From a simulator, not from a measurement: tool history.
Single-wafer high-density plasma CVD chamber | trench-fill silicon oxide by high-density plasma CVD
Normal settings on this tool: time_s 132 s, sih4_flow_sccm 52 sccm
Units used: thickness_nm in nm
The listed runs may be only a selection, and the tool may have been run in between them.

run,hour,time_s,sih4_flow_sccm,wafers since the last listed run,hours since the silane flow controller was replaced,hours since the gauge calibration,"read-back reference wafer on the same gauge, thickness_nm",thickness_nm
1,0,112,52,0,2117.2,822.4,691.182,610.907
# hour 0.8: gauge calibrated
2,22.8,112,52,214,2140,22,690.44,611.126
3,54.8,132,59,301,2172,54,691.03,778.774
4,75.9,132,52,198,2193.1,75.1,691.089,720.666
5,106.8,132,55,291,2224,106,691.022,748.435
6,120.1,132,52,125,2237.3,119.3,691.582,719.046
7,145.7,132,52,241,2262.9,144.9,691.133,725.081
8,173,132,52,257,2290.2,172.2,691.032,723.151
9,207.2,132,52,322,2324.4,206.4,690.669,722.562
10,241.7,132,52,325,2358.9,240.9,690.959,720.794
11,273.3,132,58,297,2390.5,272.5,691.717,775.381
12,299.4,123,52,246,2416.6,298.6,690.686,675.424
13,331.4,123,52,301,2448.6,330.6,690.474,674.8
14,357.5,132,52,246,2474.7,356.7,691.212,723.186
15,376.8,118,45,181,2494,376,691.312,595.709
16,404.9,132,52,264,2522.1,404.1,690.889,722.512
17,417.8,132,52,121,2535,417,691.189,724.49
18,452,132,52,322,2569.2,451.2,691.402,723.809
19,485.5,143,52,315,2602.7,484.7,691.263,785.57
20,520.3,143,52,328,2637.5,519.5,690.651,782.624
21,545.5,109,47,237,2662.7,544.7,690.977,563.143
22,568.8,132,49,219,2686,568,690.737,702.229
23,587.4,109,52,175,2704.6,586.6,691.083,599.478
# hour 675.2: gauge calibrated
24,683.7,132,52,907,2800.9,8.5,691.567,723.926
25,717.8,148,55,321,2835,42.6,691.425,844.08
# hour 742.2: silane flow controller replaced
26,742.7,147,56,159,0.5,67.5,690.834,828.023
27,754.1,141,52,107,11.9,78.9,690.253,755.242
28,785.5,121,61,296,43.3,110.3,690.181,716.989
29,801.1,106,46,147,58.9,125.9,691.055,528.233
30,828.6,107,45,259,86.4,153.4,690.802,529.089
31,860.9,132,52,304,118.7,185.7,690.876,710.648
32,891.6,132,62,289,149.4,216.4,690.673,789.61
33,911.8,148,61,190,169.6,236.6,691.03,880.202
34,942.2,132,52,286,200,267,690.763,713.734
35,967.1,148,58,234,224.9,291.9,690.863,854.202
36,998.3,154,57,294,256.1,323.1,690.762,875.746
37,1023.9,116,52,241,281.7,348.7,690.987,626.017
38,1055.2,143,59,295,313,380,690.491,827.69
39,1081,112,49,243,338.8,405.8,691.301,582.26
40,1104.4,132,52,220,362.2,429.2,690.753,709.54
41,1125.4,155,52,197,383.2,450.2,690.649,834.568

3 ways to go on from here, each from the tool as it stands after run 41. What would each give?
A,1125.8,132,46,3,383.6,450.6,?,?
B,1125.8,155,44,3,383.6,450.6,?,?
C,1125.8,132,61,3,383.6,450.6,?,?

run,"read-back reference wafer on the same gauge, thickness_nm",thickness_nm
A,691.39,664
B,691.39,760.503
C,691.39,786.598
Had the tool no hidden state, the same runs would have come out as:
run,thickness_nm
A,659.894
B,755.8
C,781.733
